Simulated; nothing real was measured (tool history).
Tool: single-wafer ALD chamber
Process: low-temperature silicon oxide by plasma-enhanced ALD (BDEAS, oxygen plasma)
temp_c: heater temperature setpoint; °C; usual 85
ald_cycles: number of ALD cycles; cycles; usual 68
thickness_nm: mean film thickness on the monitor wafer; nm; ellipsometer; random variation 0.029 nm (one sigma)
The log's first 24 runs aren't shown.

| run | hour | temp_c | ald_cycles | read-back reference wafer on the same gauge, thickness_nm | thickness_nm |
|---|---|---|---|---|---|
|  | 278.4 | gauge calibrated |
| 25 | 291.7 | 77 | 78 | 9.498 | 12.296 |
| 26 | 304.7 | 96 | 68 | 9.498 | 10.173 |
| 27 | 315.8 | 85 | 60 | 9.505 | 9.209 |
| 28 | 324.0 | 85 | 68 | 9.499 | 10.482 |
| 29 | 334.0 | 80 | 64 | 9.502 | 9.997 |
| 30 | 343.2 | 71 | 80 | 9.502 | 12.912 |
| 31 | 361.1 | 95 | 64 | 9.505 | 9.535 |
| 32 | 367.9 | 85 | 68 | 9.503 | 10.478 |
| 33 | 384.7 | 75 | 64 | 9.500 | 10.150 |
| 34 | 393.7 | 77 | 81 | 9.498 | 12.744 |
| 35 | 404.5 | 85 | 68 | 9.501 | 10.506 |
| 36 | 420.1 | 85 | 58 | 9.503 | 8.953 |
| 37 | 437.1 | 89 | 68 | 9.493 | 10.380 |
| 38 | 443.3 | 81 | 80 | 9.503 | 12.442 |
| 39 | 449.6 | 75 | 81 | 9.501 | 12.833 |
| 40 | 459.1 | 92 | 68 | 9.499 | 10.272 |
| 41 | 465.4 | 85 | 55 | 9.501 | 8.493 |
| 42 | 471.5 | 85 | 68 | 9.501 | 10.469 |
| 43 | 478.9 | 96 | 64 | 9.502 | 9.523 |
| 44 | 491.0 | 80 | 72 | 9.503 | 11.278 |
| 45 | 502.3 | 74 | 75 | 9.506 | 11.958 |

Forecast each of these 5 alternatives for the next run:
| A | 502.8 | 85 | 68 | ? | ? |
| B | 502.8 | 90 | 55 | ? | ? |
| C | 502.8 | 92 | 57 | ? | ? |
| D | 502.8 | 72 | 68 | ? | ? |
| E | 502.8 | 73 | 73 | ? | ? |

| run | read-back reference wafer on the same gauge, thickness_nm | thickness_nm |
|---|---|---|
| A | 9.499 | 10.494 |
| B | 9.499 | 8.360 |
| C | 9.499 | 8.611 |
| D | 9.499 | 10.905 |
| E | 9.499 | 11.673 |
Without the tool's hidden state the same runs would have given:
| run | thickness_nm |
|---|---|
| A | 10.494 |
| B | 8.360 |
| C | 8.611 |
| D | 10.905 |
| E | 11.673 |
